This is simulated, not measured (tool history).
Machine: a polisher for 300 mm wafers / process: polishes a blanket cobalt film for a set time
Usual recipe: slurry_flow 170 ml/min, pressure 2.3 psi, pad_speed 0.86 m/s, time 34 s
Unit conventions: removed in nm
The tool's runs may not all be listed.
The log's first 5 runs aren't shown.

run    hour  slurry_flow  pressure  pad_speed  time  incoming thickness of the incoming film, nm  removed
  6   259.8          170       1.7       0.86    29                                        789.2       88
  7   293.1          170       2.3       0.86    34                                        779.1    137.5
  8   343.2          155       2.3       0.86    34                                        780.7    135.7
  9   384.2          155       2.3       0.86    34                                        772.9    135.3
 10   423.1          215       2.3       0.86    34                                        770.8    142.9
      468.6  -- head pressure recalibrated
 11   475.3          170       2.3       0.86    37                                        787.6    148.8
 12   514.4          170       2.3       0.86    37                                          764      147
 13   544.5          170       2.3       0.86    37                                        774.2    146.9
      613.3  -- worn pad replaced by a new one
 14     753          170       1.8       0.86    31                                        772.5     93.1
 15   802.6          135       2.3       0.86    26                                        776.4     93.7
      833.1  -- slurry nozzle cleaned
 16   837.4          125       1.8       0.98    25                                        797.6       84
 17   902.9          130       1.6        0.7    34                                        784.3     81.1
 18   941.7          130         2       1.12    38                                        769.4      156
 19   995.1          170       2.6       0.86    34                                        774.2    155.3
 20  1063.2          170       2.9       0.78    44                                        783.4    207.3
 21  1107.6          170       2.3       0.86    34                                        785.9    136.9
     1127.3  -- worn pad replaced by a new one
 22  1174.5          125       1.8       0.98    25                                          778     84.1
 23  1216.7          170       2.3       0.86    34                                        780.5    137.4
 24  1268.4          170       2.3       1.06    34                                        791.5      156
 25  1301.6          170       1.6          1    23                                        795.2     72.2
 26    1353          215       2.1       0.86    29                                        789.9      109
 27  1393.7          170       2.6       0.86    34                                        770.7    148.8
 28  1437.3          170       2.1       0.86    34                                        789.4    122.4

Predict the results of run 29:
     1450.8  -- head pressure recalibrated
 29  1470          170       2.3       0.86    34                                        778.7        ?

Run 29 measured removed 131.2 nm.
Without the tool's hidden state the same run would have given removed 137.4 nm.
